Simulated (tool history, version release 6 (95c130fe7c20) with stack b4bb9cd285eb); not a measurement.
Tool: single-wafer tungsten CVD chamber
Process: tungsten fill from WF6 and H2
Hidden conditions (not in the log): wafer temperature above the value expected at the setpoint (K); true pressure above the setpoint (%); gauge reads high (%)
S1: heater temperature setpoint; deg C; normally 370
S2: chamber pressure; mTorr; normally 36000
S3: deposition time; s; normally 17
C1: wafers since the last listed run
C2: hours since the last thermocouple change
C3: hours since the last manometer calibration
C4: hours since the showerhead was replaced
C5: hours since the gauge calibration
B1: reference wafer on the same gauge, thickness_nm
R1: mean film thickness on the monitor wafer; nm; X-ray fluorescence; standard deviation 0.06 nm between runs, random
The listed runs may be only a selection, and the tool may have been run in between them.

run 1 day=0 | S1=370 S2=36000 S3=17 | C1=0 C2=1243.1 C3=743.3 C4=4236.6 C5=47.2 | B1=29.791 | R1=27.034
run 2 day=2.729 | S1=370 S2=36000 S3=17 | C1=2285 C2=1308.6 C3=808.8 C4=4302.1 C5=112.7 | B1=29.801 | R1=26.95
run 3 day=4.838 | S1=370 S2=36000 S3=17 | C1=1765 C2=1359.2 C3=859.4 C4=4352.7 C5=163.3 | B1=29.803 | R1=26.828
run 4 day=6.212 | S1=370 S2=29900 S3=17 | C1=1151 C2=1392.2 C3=892.4 C4=4385.7 C5=196.3 | B1=29.804 | R1=24.524
run 5 day=8 | S1=370 S2=29900 S3=17 | C1=1497 C2=1435.1 C3=935.3 C4=4428.6 C5=239.2 | B1=29.802 | R1=24.481
run 6 day=10.275 | S1=370 S2=36000 S3=17 | C1=1905 C2=1489.7 C3=989.9 C4=4483.2 C5=293.8 | B1=29.819 | R1=26.829
run 7 day=11.462 | S1=370 S2=36000 S3=17 | C1=994 C2=1518.2 C3=1018.4 C4=4511.7 C5=322.3 | B1=29.797 | R1=26.901
run 8 day=12.562 | S1=378 S2=42300 S3=15.9 | C1=921 C2=1544.6 C3=1044.8 C4=4538.1 C5=348.7 | B1=29.789 | R1=32.944
run 9 day=13.975 | S1=370 S2=39500 S3=18.2 | C1=1183 C2=1578.5 C3=1078.7 C4=4572 C5=382.6 | B1=29.807 | R1=30.132
-- day=14.733 gauge calibrated
run 10 day=15.371 | S1=370 S2=36000 S3=17 | C1=1169 C2=1612 C3=1112.2 C4=4605.5 C5=15.3 | B1=29.792 | R1=26.865
-- day=15.888 thermocouple changed; heater temperature recalibrated
run 11 day=17.842 | S1=370 S2=36000 S3=17 | C1=1790 C2=46.9 C3=1171.5 C4=4664.8 C5=74.6 | B1=29.803 | R1=26.937
-- day=18.675 showerhead replaced
-- day=20.312 capacitance manometer re-zeroed and calibrated
run 12 day=23.246 | S1=374 S2=32500 S3=17 | C1=3968 C2=176.6 C3=70.4 C4=109.7 C5=204.3 | B1=29.795 | R1=29.027
run 13 day=24.475 | S1=384 S2=29300 S3=17.9 | C1=1029 C2=206.1 C3=99.9 C4=139.2 C5=233.8 | B1=29.794 | R1=36.438
run 14 day=26.583 | S1=359 S2=27400 S3=18.8 | C1=1765 C2=256.7 C3=150.5 C4=189.8 C5=284.4 | B1=29.792 | R1=20.272
-- day=27.962 gauge calibrated
run 15 day=28.092 | S1=358 S2=36000 S3=14.4 | C1=1263 C2=292.9 C3=186.7 C4=226 C5=3.1 | B1=29.802 | R1=17.326

Consider 4 possible next runs. They are alternatives, not a sequence: every one starts from the tool as it was left by run 15. What does each give?
run A day=28.108 | S1=370 S2=36000 S3=17 | C1=13 C2=293.3 C3=187.1 C4=226.4 C5=3.5 | B1=? | R1=?
run B day=28.108 | S1=370 S2=31800 S3=18.2 | C1=13 C2=293.3 C3=187.1 C4=226.4 C5=3.5 | B1=? | R1=?
run C day=28.108 | S1=366 S2=36000 S3=17 | C1=13 C2=293.3 C3=187.1 C4=226.4 C5=3.5 | B1=? | R1=?
run D day=28.108 | S1=360 S2=41100 S3=18.2 | C1=13 C2=293.3 C3=187.1 C4=226.4 C5=3.5 | B1=? | R1=?

run=A B1=29.817 R1=27.561
run=B B1=29.817 R1=27.722
run=C B1=29.817 R1=24.991
run=D B1=29.817 R1=24.612
The same runs, with their run-to-run variation unchanged, on a tool lacking any hidden condition would have given:
run=A R1=27.778
run=B R1=27.941
run=C R1=25.188
run=D R1=24.802
